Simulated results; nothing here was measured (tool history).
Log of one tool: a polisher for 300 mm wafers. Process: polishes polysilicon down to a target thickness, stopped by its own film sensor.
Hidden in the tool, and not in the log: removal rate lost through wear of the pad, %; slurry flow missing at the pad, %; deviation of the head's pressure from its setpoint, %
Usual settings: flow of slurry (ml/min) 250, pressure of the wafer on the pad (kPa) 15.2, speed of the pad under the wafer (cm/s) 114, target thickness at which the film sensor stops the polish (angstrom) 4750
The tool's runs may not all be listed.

| run | hour | flow of slurry (ml/min) | pressure of the wafer on the pad (kPa) | speed of the pad under the wafer (cm/s) | target thickness at which the film sensor stops the polish (angstrom) | wafers since the last listed run | wafers polished on this pad | hours since the slurry nozzle was cleaned | hours since the head pressure was calibrated | incoming thickness of the incoming film, nm | time until the film sensor stopped the polish (s) |
|---|---|---|---|---|---|---|---|---|---|---|---|
| 1 | 0 | 250 | 15.2 | 114 | 4750 | 0 | 3893 | 140.4 | 99.6 | 918.3 | 50.8 |
|  | 78.5 | worn pad replaced by a new one |
| 2 | 258.3 | 250 | 15.2 | 114 | 4750 | 2642 | 1868 | 398.7 | 357.9 | 893 | 47 |
|  | 318.3 | slurry nozzle cleaned |
|  | 354.5 | head pressure recalibrated |
|  | 437.4 | worn pad replaced by a new one |
| 3 | 555.9 | 250 | 15.2 | 114 | 4750 | 3020 | 1231 | 237.6 | 201.4 | 901.6 | 54.5 |
|  | 789 | head pressure recalibrated |
| 4 | 789.5 | 250 | 11 | 114 | 4750 | 2406 | 3638 | 471.2 | 0.5 | 889.8 | 74.5 |
|  | 837.1 | slurry nozzle cleaned, repeated, since the last time left the tool worse |
| 5 | 847 | 250 | 11 | 114 | 4750 | 587 | 4225 | 9.9 | 58 | 903.6 | 65.9 |
|  | 912 | worn pad replaced by a new one |
| 6 | 949.6 | 250 | 15.2 | 114 | 4750 | 1024 | 390 | 112.5 | 160.6 | 894.9 | 48 |
| 7 | 1011.9 | 250 | 15.2 | 114 | 4750 | 647 | 1038 | 174.8 | 222.9 | 910.3 | 49.8 |
| 8 | 1101.5 | 250 | 15.2 | 114 | 4750 | 931 | 1969 | 264.4 | 312.5 | 906.8 | 50.5 |
| 9 | 1152.5 | 250 | 15.2 | 114 | 4750 | 530 | 2499 | 315.4 | 363.5 | 879.3 | 47.5 |
| 10 | 1190.9 | 250 | 15.2 | 114 | 3950 | 399 | 2898 | 353.8 | 401.9 | 891 | 58.3 |
|  | 1257 | head pressure recalibrated |
| 11 | 1291 | 300 | 17.2 | 84 | 4750 | 1019 | 3917 | 453.9 | 34 | 899.8 | 57.7 |
|  | 1311.2 | worn pad replaced by a new one |
|  | 1342.7 | slurry nozzle cleaned |
| 12 | 1380.9 | 250 | 15.2 | 114 | 4750 | 882 | 714 | 38.2 | 123.9 | 895.3 | 48.1 |
| 13 | 1482.3 | 250 | 16.5 | 144 | 4750 | 1053 | 1768 | 139.6 | 225.3 | 906.8 | 35.6 |
| 14 | 1568 | 250 | 13.1 | 124 | 4750 | 890 | 2658 | 225.3 | 311 | 915.6 | 54.5 |
| 15 | 1620.8 | 250 | 15.2 | 114 | 4750 | 548 | 3207 | 278.1 | 363.8 | 899.9 | 49 |
|  | 1694.1 | head pressure recalibrated |
| 16 | 1723.4 | 250 | 19.3 | 114 | 4750 | 1045 | 4252 | 380.7 | 29.3 | 908.9 | 40.7 |
|  | 1755.7 | worn pad replaced by a new one |
| 17 | 1810.8 | 185 | 15.2 | 104 | 5920 | 866 | 572 | 468.1 | 116.7 | 891.5 | 40.8 |
|  | 1834.9 | slurry nozzle cleaned |
| 18 | 1883.7 | 185 | 15.2 | 104 | 5920 | 747 | 1319 | 48.8 | 189.6 | 890.1 | 38.3 |
| 19 | 1961.5 | 250 | 15.2 | 114 | 4750 | 808 | 2128 | 126.6 | 267.4 | 894 | 47.6 |
| 20 | 2045.6 | 285 | 15.2 | 140 | 4750 | 874 | 3002 | 210.7 | 351.5 | 899 | 38.9 |
| 21 | 2103.2 | 250 | 15.2 | 144 | 3560 | 598 | 3601 | 268.3 | 409.1 | 901.4 | 50.3 |

Forecast each of these 4 alternatives for the next run:
| A | 2103.6 | 250 | 15.2 | 114 | 4750 | 4 | 3605 | 268.7 | 409.5 | 912.9 | ? |
| B | 2103.6 | 310 | 16.5 | 126 | 3760 | 4 | 3605 | 268.7 | 409.5 | 912.9 | ? |
| C | 2103.6 | 220 | 15.2 | 114 | 5420 | 4 | 3605 | 268.7 | 409.5 | 912.9 | ? |
| D | 2103.6 | 250 | 11 | 92 | 4750 | 4 | 3605 | 268.7 | 409.5 | 912.9 | ? |

| run | time until the film sensor stopped the polish (s) |
|---|---|
| A | 51.7 |
| B | 51.2 |
| C | 44.7 |
| D | 88.2 |
Without the tool's hidden state the same runs would have given:
| run | time until the film sensor stopped the polish (s) |
|---|---|
| A | 50.4 |
| B | 50.1 |
| C | 43.4 |
| D | 85.8 |
